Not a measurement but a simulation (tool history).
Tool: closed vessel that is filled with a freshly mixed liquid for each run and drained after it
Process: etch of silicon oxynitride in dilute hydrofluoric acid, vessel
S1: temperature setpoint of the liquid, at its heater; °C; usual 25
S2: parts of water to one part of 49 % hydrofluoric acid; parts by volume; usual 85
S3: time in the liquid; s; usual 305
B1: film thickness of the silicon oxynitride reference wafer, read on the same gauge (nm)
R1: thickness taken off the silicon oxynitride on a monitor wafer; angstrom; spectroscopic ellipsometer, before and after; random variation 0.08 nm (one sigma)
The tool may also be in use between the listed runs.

Run 1, hour 0: usual settings; B1 135.15. Result: R1 143.4 angstrom.
Run 2, hour 70.9: usual settings; B1 134.77. Result: R1 144.5 angstrom.
Run 3, hour 102.4: usual settings; B1 134.55. Result: R1 143 angstrom.
Run 4, hour 162.2: usual settings; B1 134.26. Result: R1 144.5 angstrom.
Run 5, hour 223: usual settings; B1 133.97. Result: R1 141.6 angstrom.
Run 6, hour 287.8: usual settings but S1 29 °C; B1 133.71. Result: R1 173.8 angstrom.
Run 7, hour 314.4: usual settings but S1 29 °C; B1 133.6. Result: R1 169.8 angstrom.
Run 8, hour 384.8: usual settings; B1 133.37. Result: R1 142.6 angstrom.
At hour 417.4: hydrofluoric acid flow meter replaced.
Run 9, hour 447.4: usual settings; B1 133.18. Result: R1 142.8 angstrom.
Run 10, hour 518.5: usual settings; B1 133.02. Result: R1 141.4 angstrom.
Run 11, hour 559.7: usual settings but S1 22.5 °C, S3 440 s; B1 132.93. Result: R1 181.1 angstrom.
Run 12, hour 583.8: usual settings but S1 26.5 °C, S2 65 parts by volume; B1 132.86. Result: R1 200.8 angstrom.
Run 13, hour 641.1: usual settings but S1 27 °C, S2 115 parts by volume, S3 155 s; B1 132.74. Result: R1 56.8 angstrom.
Run 14, hour 707.2: usual settings; B1 132.68. Result: R1 140.6 angstrom.
Run 15, hour 740.9: usual settings but S3 135 s; B1 132.59. Result: R1 62.6 angstrom.
Run 16, hour 805.1: usual settings but S1 22.5 °C, S2 95 parts by volume; B1 132.5. Result: R1 111.2 angstrom.
Run 17, hour 842: usual settings; B1 132.46. Result: R1 140.7 angstrom.
Run 18, hour 904.3: usual settings but S1 27 °C, S3 190 s; B1 132.42. Result: R1 96.4 angstrom.
Run 19, hour 958.2: usual settings but S1 29 °C, S2 70 parts by volume, S3 390 s; B1 132.33. Result: R1 269 angstrom.
At hour 980.5: gauge calibrated.
Run 20, hour 1018.1: usual settings; B1 140.73. Result: R1 150.1 angstrom.
Run 21, hour 1072: usual settings but S1 23 °C, S2 95 parts by volume, S3 365 s; B1 139.87. Result: R1 143.3 angstrom.
Run 22, hour 1115.5: usual settings but S1 27 °C, S2 70 parts by volume, S3 220 s; B1 139.3. Result: R1 144.8 angstrom.
Run 23, hour 1155.7: usual settings; B1 138.75. Result: R1 149.3 angstrom.
At hour 1188.5: thermometer replaced.
Run 24, hour 1205.3: usual settings; B1 138.21. Result: R1 145.9 angstrom.

Forecast run 25:
Run 25, hour 1237.2: usual settings but S1 22 °C; B1 ?. Result: R1 ?.

{"run 25": {"B1": 137.89, "R1": 126.9}}
Without the tool's hidden state the same run would have given R1 128.9 angstrom.
